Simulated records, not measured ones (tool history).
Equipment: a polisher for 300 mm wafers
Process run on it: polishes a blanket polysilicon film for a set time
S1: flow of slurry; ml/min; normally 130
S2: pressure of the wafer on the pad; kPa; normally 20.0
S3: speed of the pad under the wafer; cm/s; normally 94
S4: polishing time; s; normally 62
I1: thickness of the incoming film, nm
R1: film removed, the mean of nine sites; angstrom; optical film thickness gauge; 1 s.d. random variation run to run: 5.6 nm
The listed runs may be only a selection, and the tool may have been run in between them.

run	hour	S1	S2	S3	S4	I1	R1
1	0.0	130	20.0	94	62	1468.9	4098
2	32.7	130	20.0	94	62	1445.4	4100
# hour 84.5: slurry nozzle cleaned
# hour 119.3: head pressure recalibrated
3	320.3	130	20.0	94	62	1429.2	4277
4	394.3	130	20.0	94	62	1421.3	4226
5	431.2	130	20.0	94	62	1457.4	4243
6	469.2	130	20.0	94	62	1435.2	4335
7	540.3	130	20.0	94	62	1434.9	4143
8	589.3	130	20.0	94	62	1436.5	4075
# hour 696.2: worn pad replaced by a new one
9	696.7	130	20.0	94	62	1448.1	4150
10	757.7	130	20.0	94	62	1469.0	4072
# hour 761.1: slurry nozzle cleaned
11	858.5	130	20.0	94	62	1430.1	3810
12	915.3	130	20.0	94	62	1422.5	3685
# hour 1009.9: head pressure recalibrated
13	1130.4	130	20.0	94	62	1471.8	3613
14	1173.9	130	20.0	70	62	1443.7	2606
15	1278.3	130	20.0	94	62	1461.0	3387
# hour 1318.1: worn pad replaced by a new one
# hour 1328.7: slurry nozzle cleaned, repeated, since the last time left the tool worse
16	1342.2	130	20.0	94	62	1459.4	4271
17	1407.9	130	20.0	94	43	1438.2	2934
18	1504.2	130	20.0	94	62	1437.6	4286
19	1609.7	130	20.0	78	62	1433.3	3515
20	1672.3	130	20.0	94	62	1477.0	4191
21	1760.3	115	20.0	72	62	1448.7	3081
22	1860.7	130	25.5	84	62	1478.8	4751
23	1905.8	145	20.0	72	70	1460.6	3666
# hour 1927.2: worn pad replaced by a new one
# hour 1931.5: slurry nozzle cleaned
# hour 1975.6: head pressure recalibrated
24	2009.0	130	13.8	94	62	1451.3	2988
25	2276.0	130	24.1	94	54	1461.1	4382
26	2358.9	130	20.0	94	62	1446.5	4218
27	2451.7	130	20.0	94	62	1453.0	4130
# hour 2521.8: slurry nozzle cleaned
# hour 2542.6: worn pad replaced by a new one
28	2547.2	165	20.0	120	62	1473.5	5724
29	2589.1	130	24.1	94	54	1427.3	4468
30	2678.0	95	20.0	94	84	1465.3	5296
31	2763.1	130	20.0	76	49	1463.2	2710
# hour 2827.4: head pressure recalibrated
32	2847.1	130	20.0	94	62	1446.4	4246
33	2942.6	130	20.0	94	62	1456.4	4218
34	3005.4	145	24.1	94	78	1431.7	6430
35	3061.4	155	20.0	94	62	1438.8	4357

Some steps in R1, run to run, broken into two amounts with sign: the step expected even without the hidden condition (settings, incoming material, random variation), and the rest, left for the hidden condition together with whatever gauge scatter is not in both the measured and the hidden-condition-free result:
Hidden conditions of the tool in this case: removal rate lost through wear of the pad, %; slurry flow missing at the pad, %; deviation of the head's pressure from its setpoint, %.
Run 10 -> 11: slurry nozzle cleaned. R1 -262 angstrom: hidden state -298, all else +36.
Run 14 -> 15: S3 70 -> 94. R1 +781 angstrom: hidden state -297, all else +1078.
Run 15 -> 16: worn pad replaced by a new one, slurry nozzle cleaned, repeated, since the last time left the tool worse. R1 +884 angstrom: hidden state +869, all else +15.
Run 30 -> 31: S1 95 -> 130, S3 94 -> 76, S4 84 -> 49. R1 -2586 angstrom: hidden state +47, all else -2633.
Run 33 -> 34: S1 130 -> 145, S2 20.0 -> 24.1, S4 62 -> 78. R1 +2212 angstrom: hidden state -92, all else +2304.
Run 34 -> 35: S1 145 -> 155, S2 24.1 -> 20.0, S4 78 -> 62. R1 -2073 angstrom: hidden state +70, all else -2143.
